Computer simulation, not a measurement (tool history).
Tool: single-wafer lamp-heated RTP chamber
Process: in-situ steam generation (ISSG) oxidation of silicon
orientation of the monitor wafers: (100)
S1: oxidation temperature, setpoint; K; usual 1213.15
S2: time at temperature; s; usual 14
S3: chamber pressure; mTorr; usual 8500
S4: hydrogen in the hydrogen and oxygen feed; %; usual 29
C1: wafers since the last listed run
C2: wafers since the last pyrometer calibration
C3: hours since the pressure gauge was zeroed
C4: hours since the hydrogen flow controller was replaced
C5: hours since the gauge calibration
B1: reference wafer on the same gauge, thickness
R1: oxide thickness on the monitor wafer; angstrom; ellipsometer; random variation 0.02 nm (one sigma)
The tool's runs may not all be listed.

run   hour       S1  S2    S3  S4   C1    C2      C3      C4     C5     B1     R1
  1    0.0  1213.15  14  8500  29    0  1159  1471.1  6304.8  177.9  3.876  39.62
      16.2  -- pyrometer window cleaned and pyrometer calibrated
  2   21.0  1213.15  14  8500  29  192    70  1492.1  6325.8  198.9  3.881  38.49
      48.6  -- gauge calibrated
  3   52.4  1213.15  14  8500  29  465   536  1523.5  6357.2    3.8  3.876  39.31
  4   78.6  1213.15  14  8500  24  388   924  1549.7  6383.4   30.0  3.863  37.43
  5  107.0  1213.15  14  8500  24  421  1346  1578.1  6411.8   58.4  3.868  37.77
     134.1  -- pyrometer window cleaned and pyrometer calibrated
  6  134.6  1213.15  14  8500  24  290     8  1605.7  6439.4   86.0  3.867  37.01
  7  148.7  1213.15  14  8500  29  209   217  1619.8  6453.5  100.1  3.871  39.32
  8  171.1  1218.15  14  8500  29  332   549  1642.2  6475.9  122.5  3.874  39.66
     243.2  -- pyrometer window cleaned and pyrometer calibrated
  9  243.7  1202.15  14  7200  32  958     7  1714.8  6548.5  195.1  3.869  39.58
     251.9  -- hydrogen flow controller replaced
     255.5  -- pressure gauge zeroed
 10  270.8  1213.15  11  8500  29  230   237    15.3    18.9  222.2  3.875  36.10
     276.1  -- gauge calibrated
 11  302.7  1213.15  14  8500  29  473   711    47.2    50.8   26.6  3.879  39.40
     334.3  -- pyrometer window cleaned and pyrometer calibrated
 12  334.8  1200.15  10  9600  22  357     7    79.3    82.9   58.7  3.866  31.04
 13  356.1  1225.15  12  9100  29  315   323   100.6   104.2   80.0  3.870  37.85
 14  380.9  1213.15  14  8500  29  367   691   125.4   129.0  104.8  3.875  39.59

Forecast each of these 3 alternatives for the next run:
  A  381.3  1213.15  14  9300  29   5  697  125.8  129.4  105.2   ?   ?
  B  381.3  1213.15  14  7600  32   5  697  125.8  129.4  105.2   ?   ?
  C  381.3  1213.15  16  8500  29   5  697  125.8  129.4  105.2   ?   ?

run     B1     R1
  A  3.862  38.85
  B  3.862  40.78
  C  3.862  41.34
Without the tool's hidden state the same runs would have given:
run     R1
  A  38.27
  B  40.18
  C  40.69

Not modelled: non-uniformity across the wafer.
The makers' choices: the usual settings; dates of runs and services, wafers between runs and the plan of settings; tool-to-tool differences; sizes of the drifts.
